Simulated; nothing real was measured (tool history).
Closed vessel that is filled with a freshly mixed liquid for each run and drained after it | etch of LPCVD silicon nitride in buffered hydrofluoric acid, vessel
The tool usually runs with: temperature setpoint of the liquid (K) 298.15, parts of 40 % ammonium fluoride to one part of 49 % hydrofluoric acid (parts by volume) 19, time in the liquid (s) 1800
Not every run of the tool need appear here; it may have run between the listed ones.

run,hour,temperature setpoint of the liquid (K),parts of 40 % ammonium fluoride to one part of 49 % hydrofluoric acid (parts by volume),time in the liquid (s),"read-back film thickness of the LPCVD silicon nitride reference wafer, read on the same gauge (nm)",thickness taken off the LPCVD silicon nitride on a monitor wafer (Å)
1,0,298.15,19,1800,70.02,164.9
2,45.4,298.15,19,1800,69.99,161.6
# hour 68.1: hydrofluoric acid flow meter replaced
3,73.6,298.15,19,1800,70.01,164.1
4,129.8,298.15,19,1800,70,166.4
5,157.1,298.15,17,1145,70.07,115.7
6,182.5,298.15,14,1800,70,219.7
# hour 212.9: thermometer replaced
7,245.3,298.15,14,1800,70.07,212.2
8,288.1,298.15,19,1800,70.03,159.4
9,349.4,298.15,19,1800,69.96,158.4
10,421.3,298.15,19,1435,69.97,128.2
11,491.4,300.65,23.5,1375,69.99,119.1
12,532.7,300.65,12.5,2105,70.02,323
# hour 624.4: gauge calibrated
13,691.6,298.15,19,1800,69.96,161.7
14,722.2,298.15,19,2745,69.96,246.4
15,793.2,295.15,19,1110,69.93,84.5
16,832.2,302.65,22.5,1800,69.99,183.2
17,861.6,294.65,19,1800,69.99,133
18,915.4,298.15,19,1800,70,163
19,943.9,294.15,21.5,1800,70.03,119.1
20,989.2,293.65,19,1800,69.99,128.3
21,1020.1,298.15,19,1800,69.99,163.6
22,1085.8,298.15,19,2530,70.01,232.8
23,1115.5,301.65,19,1800,70.05,200.5
# hour 1157.1: thermometer replaced
24,1175.7,300.65,22,2520,70.01,226.7
25,1221.5,298.15,19,1800,69.99,157.4
26,1292.3,302.65,26,2190,70,193.8
27,1327,295.15,16.5,2185,69.98,184.8
# hour 1380.8: hydrofluoric acid flow meter replaced
28,1381.3,296.65,21.5,2610,69.97,192
29,1441.6,298.15,12.5,1480,70.01,194.7
30,1509.3,298.15,19,1470,70.01,131
31,1638.1,296.65,19,1800,70.01,147.2
32,1708.4,300.65,14.5,880,70.02,119.1

A few steps of thickness taken off the LPCVD silicon nitride on a monitor wafer (Å) between consecutive runs. Split each: what settings, incoming material and random variation would produce without the hidden state, and what is left over for the hidden state, along with gauge scatter present in only one of the two compared results (measured, and without hidden state):
Hidden state at play: liquid hotter than its thermometer reads (K); hydrofluoric acid flow above the setpoint (%); gauge reads high (%).
Run 5 -> 6: parts of 40 % ammonium fluoride to one part of 49 % hydrofluoric acid (parts by volume) 17 -> 14, time in the liquid (s) 1145 -> 1800. thickness taken off the LPCVD silicon nitride on a monitor wafer (Å) +104: hidden state +5.6, all else +98.4.
Run 6 -> 7: thermometer replaced. thickness taken off the LPCVD silicon nitride on a monitor wafer (Å) -7.5: hidden state -10, all else +2.5.
Run 11 -> 12: parts of 40 % ammonium fluoride to one part of 49 % hydrofluoric acid (parts by volume) 23.5 -> 12.5, time in the liquid (s) 1375 -> 2105. thickness taken off the LPCVD silicon nitride on a monitor wafer (Å) +203.9: hidden state +4.6, all else +199.3.
Run 12 -> 13: temperature setpoint of the liquid (K) 300.65 -> 298.15, parts of 40 % ammonium fluoride to one part of 49 % hydrofluoric acid (parts by volume) 12.5 -> 19, time in the liquid (s) 2105 -> 1800, gauge calibrated. thickness taken off the LPCVD silicon nitride on a monitor wafer (Å) -161.3: hidden state -2, all else -159.3.
Run 14 -> 15: temperature setpoint of the liquid (K) 298.15 -> 295.15, time in the liquid (s) 2745 -> 1110. thickness taken off the LPCVD silicon nitride on a monitor wafer (Å) -161.9: hidden state -4.6, all else -157.3.
Run 23 -> 24: temperature setpoint of the liquid (K) 301.65 -> 300.65, parts of 40 % ammonium fluoride to one part of 49 % hydrofluoric acid (parts by volume) 19 -> 22, time in the liquid (s) 1800 -> 2520, thermometer replaced. thickness taken off the LPCVD silicon nitride on a monitor wafer (Å) +26.2: hidden state -10, all else +36.2.
